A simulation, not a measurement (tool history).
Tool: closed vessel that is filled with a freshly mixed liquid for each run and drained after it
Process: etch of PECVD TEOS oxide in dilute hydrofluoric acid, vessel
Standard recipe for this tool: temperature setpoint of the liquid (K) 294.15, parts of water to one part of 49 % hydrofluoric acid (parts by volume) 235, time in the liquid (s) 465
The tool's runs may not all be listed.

run,hour,temperature setpoint of the liquid (K),parts of water to one part of 49 % hydrofluoric acid (parts by volume),time in the liquid (s),wafers since the last listed run,hours since the thermometer was replaced,hours since the hydrofluoric acid flow meter was replaced,hours since the gauge calibration,"read-back film thickness of the PECVD TEOS oxide reference wafer, read on the same gauge (nm)",thickness taken off the PECVD TEOS oxide on a monitor wafer (nm)
1,0.0,294.15,235,465,0,61.0,843.7,340.3,49.98,13.27
2,73.9,294.15,235,465,4311,134.9,917.6,414.2,50.01,13.37
3,149.0,294.15,235,465,4381,210.0,992.7,489.3,50.01,13.52
4,216.2,294.15,235,465,3920,277.2,1059.9,556.5,49.98,13.43
5,290.2,294.15,235,465,4317,351.2,1133.9,630.5,50.00,13.51
6,375.5,294.15,235,465,4976,436.5,1219.2,715.8,50.01,13.53
7,447.6,294.15,235,465,4206,508.6,1291.3,787.9,50.01,13.69
# hour 450.1: hydrofluoric acid flow meter replaced
8,521.4,294.15,235,465,4247,582.4,71.3,861.7,50.03,13.76
# hour 524.5: gauge calibrated
# hour 555.0: thermometer replaced
9,573.6,294.15,235,465,2987,18.6,123.5,49.1,50.00,13.25
10,638.2,294.15,190,465,3768,83.2,188.1,113.7,49.99,17.22
11,679.2,298.65,285,205,2392,124.2,229.1,154.7,50.02,5.42
12,727.9,294.15,235,465,2841,172.9,277.8,203.4,50.02,13.42
13,816.0,294.15,235,465,5139,261.0,365.9,291.5,50.00,13.52
14,892.4,297.65,180,225,4457,337.4,442.3,367.9,50.00,10.36
15,977.3,290.15,350,360,4953,422.3,527.2,452.8,49.99,5.55
16,1051.9,291.65,320,600,4352,496.9,601.8,527.4,49.99,10.95
17,1155.7,298.65,235,220,6055,600.7,705.6,631.2,50.04,7.69
18,1215.3,294.15,235,595,3477,660.3,765.2,690.8,50.02,17.70
19,1293.2,298.65,290,465,4544,738.2,843.1,768.7,50.00,12.55

Predict each of these 3 candidate next runs independently; none follows another, all start after run 19:
A,1294.0,294.15,270,465,46,739.0,843.9,769.5,?,?
B,1294.0,290.65,235,685,46,739.0,843.9,769.5,?,?
C,1294.0,294.15,235,605,46,739.0,843.9,769.5,?,?

run,"read-back film thickness of the PECVD TEOS oxide reference wafer, read on the same gauge (nm)",thickness taken off the PECVD TEOS oxide on a monitor wafer (nm)
A,50.01,11.71
B,50.01,17.99
C,50.01,18.12
Take away the tool's hidden state, keep each run's random variation, and the runs would have read:
run,thickness taken off the PECVD TEOS oxide on a monitor wafer (nm)
A,11.08
B,16.97
C,17.13
